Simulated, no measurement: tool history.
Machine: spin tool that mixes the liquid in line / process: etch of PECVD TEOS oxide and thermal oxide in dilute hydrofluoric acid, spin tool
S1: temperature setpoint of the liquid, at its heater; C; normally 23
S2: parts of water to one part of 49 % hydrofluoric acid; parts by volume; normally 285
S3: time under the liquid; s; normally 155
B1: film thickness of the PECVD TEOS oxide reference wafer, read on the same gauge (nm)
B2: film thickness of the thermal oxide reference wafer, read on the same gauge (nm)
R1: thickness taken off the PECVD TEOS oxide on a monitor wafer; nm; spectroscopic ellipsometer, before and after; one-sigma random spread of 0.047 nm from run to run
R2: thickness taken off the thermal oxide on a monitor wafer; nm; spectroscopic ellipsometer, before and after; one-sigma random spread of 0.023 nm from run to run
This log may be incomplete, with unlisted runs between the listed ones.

{"run": 1, "hour": 0.0, "S1": 23, "S2": 285, "S3": 115, "B1": 50.01, "B2": 69.986, "R1": 5.5, "R2": 1.498}
{"run": 2, "hour": 17.8, "S1": 23, "S2": 285, "S3": 115, "B1": 50.01, "B2": 69.999, "R1": 5.48, "R2": 1.491}
{"run": 3, "hour": 30.9, "S1": 23, "S2": 285, "S3": 115, "B1": 50, "B2": 70.013, "R1": 5.45, "R2": 1.452}
{"run": 4, "hour": 46.0, "S1": 23, "S2": 285, "S3": 155, "B1": 50.02, "B2": 70.001, "R1": 7.43, "R2": 2.008}
{"run": 5, "hour": 73.7, "S1": 23, "S2": 285, "S3": 125, "B1": 50.03, "B2": 70.012, "R1": 5.92, "R2": 1.59}
{"run": 6, "hour": 127.4, "S1": 23, "S2": 285, "S3": 125, "B1": 49.97, "B2": 70.003, "R1": 5.86, "R2": 1.556}
{"run": 7, "hour": 155.7, "S1": 23, "S2": 285, "S3": 105, "B1": 49.98, "B2": 70.01, "R1": 4.93, "R2": 1.335}
{"run": 8, "hour": 171.5, "S1": 23, "S2": 285, "S3": 105, "B1": 50.01, "B2": 70.002, "R1": 4.99, "R2": 1.321}
{"hour": 188.8, "done": "thermometer replaced"}
{"run": 9, "hour": 204.8, "S1": 23, "S2": 285, "S3": 105, "B1": 50.02, "B2": 69.991, "R1": 4.96, "R2": 1.335}
{"run": 10, "hour": 221.5, "S1": 23, "S2": 285, "S3": 155, "B1": 50.02, "B2": 70.018, "R1": 7.3, "R2": 1.965}
{"run": 11, "hour": 243.1, "S1": 23, "S2": 285, "S3": 155, "B1": 50.02, "B2": 69.983, "R1": 7.32, "R2": 1.952}
{"run": 12, "hour": 286.0, "S1": 23, "S2": 285, "S3": 155, "B1": 49.98, "B2": 69.99, "R1": 7.28, "R2": 1.936}
{"hour": 287.9, "done": "hydrofluoric acid flow meter replaced"}
{"run": 13, "hour": 319.5, "S1": 27.5, "S2": 390, "S3": 80, "B1": 50.02, "B2": 69.99, "R1": 2.53, "R2": 0.675}
{"run": 14, "hour": 333.6, "S1": 20.5, "S2": 190, "S3": 180, "B1": 49.98, "B2": 70.005, "R1": 11.5, "R2": 3.115}
{"run": 15, "hour": 347.6, "S1": 24.5, "S2": 345, "S3": 155, "B1": 49.96, "B2": 70.004, "R1": 5.2, "R2": 1.401}
{"run": 16, "hour": 359.8, "S1": 27.5, "S2": 285, "S3": 155, "B1": 50, "B2": 69.999, "R1": 7.52, "R2": 2.032}
{"run": 17, "hour": 371.8, "S1": 23, "S2": 245, "S3": 85, "B1": 50.02, "B2": 69.991, "R1": 4.35, "R2": 1.163}
{"hour": 392.7, "done": "gauge calibrated"}
{"run": 18, "hour": 398.6, "S1": 19, "S2": 155, "S3": 155, "B1": 50.03, "B2": 70.012, "R1": 11.67, "R2": 3.189}
{"hour": 404.9, "done": "hydrofluoric acid flow meter replaced, repeated, since the last time left the tool worse"}
{"run": 19, "hour": 416.7, "S1": 23, "S2": 285, "S3": 155, "B1": 49.96, "B2": 69.99, "R1": 7.84, "R2": 2.125}
{"run": 20, "hour": 442.6, "S1": 26, "S2": 240, "S3": 155, "B1": 50, "B2": 70.008, "R1": 10.99, "R2": 2.942}
{"run": 21, "hour": 458.7, "S1": 27, "S2": 285, "S3": 155, "B1": 50, "B2": 70.006, "R1": 9.02, "R2": 2.434}
{"run": 22, "hour": 483.1, "S1": 26, "S2": 360, "S3": 185, "B1": 50.03, "B2": 70.008, "R1": 7.66, "R2": 2.069}
{"run": 23, "hour": 505.4, "S1": 23, "S2": 285, "S3": 155, "B1": 49.98, "B2": 69.988, "R1": 7.8, "R2": 2.166}
{"run": 24, "hour": 540.8, "S1": 26, "S2": 240, "S3": 155, "B1": 50.02, "B2": 70.025, "R1": 10.74, "R2": 2.918}
{"run": 25, "hour": 557.0, "S1": 20, "S2": 285, "S3": 155, "B1": 50, "B2": 70.007, "R1": 6.98, "R2": 1.868}

5 ways to go on from here, each from the tool as it stands after run 25. What would each give?
{"run": "A", "hour": 557.5, "S1": 23, "S2": 285, "S3": 155, "B1": "?", "B2": "?", "R1": "?", "R2": "?"}
{"run": "B", "hour": 557.5, "S1": 26, "S2": 385, "S3": 205, "B1": "?", "B2": "?", "R1": "?", "R2": "?"}
{"run": "C", "hour": 557.5, "S1": 19.5, "S2": 405, "S3": 80, "B1": "?", "B2": "?", "R1": "?", "R2": "?"}
{"run": "D", "hour": 557.5, "S1": 19.5, "S2": 220, "S3": 155, "B1": "?", "B2": "?", "R1": "?", "R2": "?"}
{"run": "E", "hour": 557.5, "S1": 19.5, "S2": 360, "S3": 155, "B1": "?", "B2": "?", "R1": "?", "R2": "?"}

run=A B1=49.99 B2=69.984 R1=7.81 R2=2.11
run=B B1=49.99 B2=69.984 R1=7.68 R2=2.076
run=C B1=49.99 B2=69.984 R1=2.25 R2=0.609
run=D B1=49.99 B2=69.984 R1=9.48 R2=2.56
run=E B1=49.99 B2=69.984 R1=5.1 R2=1.378
Take away the tool's hidden state, keep each run's random variation, and the runs would have read:
run=A R1=7.99 R2=2.159
run=B R1=7.87 R2=2.127
run=C R1=2.31 R2=0.624
run=D R1=9.68 R2=2.616
run=E R1=5.22 R2=1.411

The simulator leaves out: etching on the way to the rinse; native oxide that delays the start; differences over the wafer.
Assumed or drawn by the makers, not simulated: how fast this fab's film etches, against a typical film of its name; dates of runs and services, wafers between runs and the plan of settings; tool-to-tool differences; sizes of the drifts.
